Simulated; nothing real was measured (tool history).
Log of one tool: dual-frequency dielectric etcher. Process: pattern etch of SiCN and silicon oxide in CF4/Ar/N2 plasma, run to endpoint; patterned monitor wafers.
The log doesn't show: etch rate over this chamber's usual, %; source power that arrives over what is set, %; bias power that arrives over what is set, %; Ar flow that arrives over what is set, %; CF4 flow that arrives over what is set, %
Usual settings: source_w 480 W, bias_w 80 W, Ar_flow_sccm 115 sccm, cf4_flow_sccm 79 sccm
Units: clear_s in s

run,hour,source_w,bias_w,Ar_flow_sccm,cf4_flow_sccm,wafers since the last listed run,hours since the last wet clean,hours since the last source power generator calibration,hours since the last bias power generator calibration,hours since the last Ar flow controller change,hours since the last CF4 flow controller change,hours since the last upper electrode change,"incoming incoming film thickness, nm",clear_s
1,0.0,480,80,115,71,0,547.7,2950.6,2895.7,2428.0,5776.6,2318.9,8.88,9.9
# hour 34.2: Ar flow controller replaced
2,35.9,480,80,115,71,284,583.6,2986.5,2931.6,1.7,5812.5,2354.8,8.98,10.0
3,45.4,480,80,115,88,90,593.1,2996.0,2941.1,11.2,5822.0,2364.3,9.00,10.0
4,59.9,480,80,115,88,137,607.6,3010.5,2955.6,25.7,5836.5,2378.8,8.99,10.0
5,76.6,480,80,115,79,158,624.3,3027.2,2972.3,42.4,5853.2,2395.5,8.96,10.1
6,88.2,480,80,115,79,110,635.9,3038.8,2983.9,54.0,5864.8,2407.1,8.95,9.9
# hour 95.0: bias power generator calibrated
7,98.9,480,80,115,79,63,646.6,3049.5,3.9,64.7,5875.5,2417.8,8.95,9.9
8,107.9,480,80,115,79,85,655.6,3058.5,12.9,73.7,5884.5,2426.8,9.03,10.1
9,122.2,480,80,115,79,136,669.9,3072.8,27.2,88.0,5898.8,2441.1,9.14,10.3
# hour 152.4: wet clean of the chamber
10,152.9,520,80,115,79,63,0.5,3103.5,57.9,118.7,5929.5,2471.8,9.08,8.7
11,153.3,520,80,96,79,3,0.9,3103.9,58.3,119.1,5929.9,2472.2,8.99,8.5
12,153.6,410,86,135,72,2,1.2,3104.2,58.6,119.4,5930.2,2472.5,9.00,11.3
# hour 159.8: source power generator calibrated
# hour 177.5: upper electrode replaced
# hour 180.4: CF4 flow controller replaced
13,180.9,480,80,89,65,25,28.5,21.1,85.9,146.7,0.5,3.4,9.04,9.5
14,181.2,480,80,115,79,2,28.8,21.4,86.2,147.0,0.8,3.7,8.94,9.4
15,181.6,480,80,115,97,3,29.2,21.8,86.6,147.4,1.2,4.1,9.02,9.2
16,194.1,540,88,129,60,118,41.7,34.3,99.1,159.9,13.7,16.6,9.07,8.5
17,202.0,480,80,90,63,75,49.6,42.2,107.0,167.8,21.6,24.5,8.96,9.5
18,210.2,480,96,115,64,78,57.8,50.4,115.2,176.0,29.8,32.7,9.03,9.1
19,223.7,480,67,115,93,128,71.3,63.9,128.7,189.5,43.3,46.2,9.06,9.9
20,239.8,480,80,115,79,153,87.4,80.0,144.8,205.6,59.4,62.3,8.98,9.5
21,248.6,540,96,129,98,83,96.2,88.8,153.6,214.4,68.2,71.1,9.00,7.9
22,256.4,480,99,115,79,74,104.0,96.6,161.4,222.2,76.0,78.9,9.02,9.0
23,264.9,480,98,115,79,80,112.5,105.1,169.9,230.7,84.5,87.4,8.97,9.0
24,282.1,390,93,101,97,163,129.7,122.3,187.1,247.9,101.7,104.6,9.00,11.4
25,291.2,480,80,115,79,86,138.8,131.4,196.2,257.0,110.8,113.7,8.98,9.6

3 ways to go on from here, each from the tool as it stands after run 25. What would each give?
A,291.6,480,80,115,66,3,139.2,131.8,196.6,257.4,111.2,114.1,9.01,?
B,291.6,480,63,129,96,3,139.2,131.8,196.6,257.4,111.2,114.1,9.01,?
C,291.6,550,85,93,87,3,139.2,131.8,196.6,257.4,111.2,114.1,9.01,?

run,clear_s
A,9.7
B,10.2
C,7.8
Without the tool's hidden state the same runs would have given:
run,clear_s
A,9.6
B,10.0
C,7.7

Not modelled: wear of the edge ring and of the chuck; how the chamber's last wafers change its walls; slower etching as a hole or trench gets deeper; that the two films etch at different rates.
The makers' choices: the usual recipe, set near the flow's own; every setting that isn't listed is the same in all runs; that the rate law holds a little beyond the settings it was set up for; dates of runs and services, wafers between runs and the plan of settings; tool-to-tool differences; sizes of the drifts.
